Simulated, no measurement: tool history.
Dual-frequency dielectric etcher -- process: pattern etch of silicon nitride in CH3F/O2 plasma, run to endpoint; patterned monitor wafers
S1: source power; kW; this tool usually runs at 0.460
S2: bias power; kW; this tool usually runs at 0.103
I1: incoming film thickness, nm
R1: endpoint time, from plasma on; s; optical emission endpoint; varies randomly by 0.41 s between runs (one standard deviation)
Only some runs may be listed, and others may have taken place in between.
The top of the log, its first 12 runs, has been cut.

run   hour     S1     S2    I1    R1
 13  343.9  0.400  0.117  75.8  70.0
 14  362.7  0.340  0.103  76.1  82.7
 15  383.5  0.510  0.126  76.7  60.4
 16  405.0  0.510  0.117  76.8  61.9
 17  421.9  0.550  0.103  77.0  61.7
 18  450.2  0.460  0.103  76.0  67.9
 19  479.0  0.340  0.103  77.2  83.8
 20  512.7  0.460  0.103  77.0  68.9
 21  528.2  0.460  0.103  76.4  67.8
     548.8  -- bias power generator calibrated
 22  552.0  0.460  0.103  76.7  68.0
     608.4  -- upper electrode replaced
 23  608.9  0.530  0.111  75.8  61.1
 24  618.5  0.460  0.103  77.6  68.7
     656.1  -- wet clean of the chamber
 25  656.6  0.360  0.078  77.0  88.3
 26  658.0  0.520  0.121  76.9  60.4
 27  677.3  0.410  0.089  76.0  75.3
 28  696.0  0.540  0.103  77.0  62.9
 29  728.4  0.460  0.121  76.7  63.7
 30  750.9  0.370  0.078  76.7  85.3
 31  781.6  0.400  0.116  77.3  71.8
 32  795.3  0.460  0.103  76.6  68.6
 33  823.5  0.400  0.124  76.9  69.9
 34  836.2  0.560  0.085  76.3  65.0

What if the next run were any one of these 5? Each begins from the tool's condition after run 34:
  A  836.7  0.460  0.103  77.0   ?
  B  836.7  0.530  0.122  77.0   ?
  C  836.7  0.390  0.095  77.0   ?
  D  836.7  0.520  0.086  77.0   ?
  E  836.7  0.420  0.103  77.0   ?

run    R1
  A  68.7
  B  59.9
  C  78.2
  D  67.9
  E  72.6
The same runs, with their run-to-run variation unchanged, on a tool lacking any hidden condition would have given:
run    R1
  A  68.7
  B  59.9
  C  78.2
  D  67.9
  E  72.6

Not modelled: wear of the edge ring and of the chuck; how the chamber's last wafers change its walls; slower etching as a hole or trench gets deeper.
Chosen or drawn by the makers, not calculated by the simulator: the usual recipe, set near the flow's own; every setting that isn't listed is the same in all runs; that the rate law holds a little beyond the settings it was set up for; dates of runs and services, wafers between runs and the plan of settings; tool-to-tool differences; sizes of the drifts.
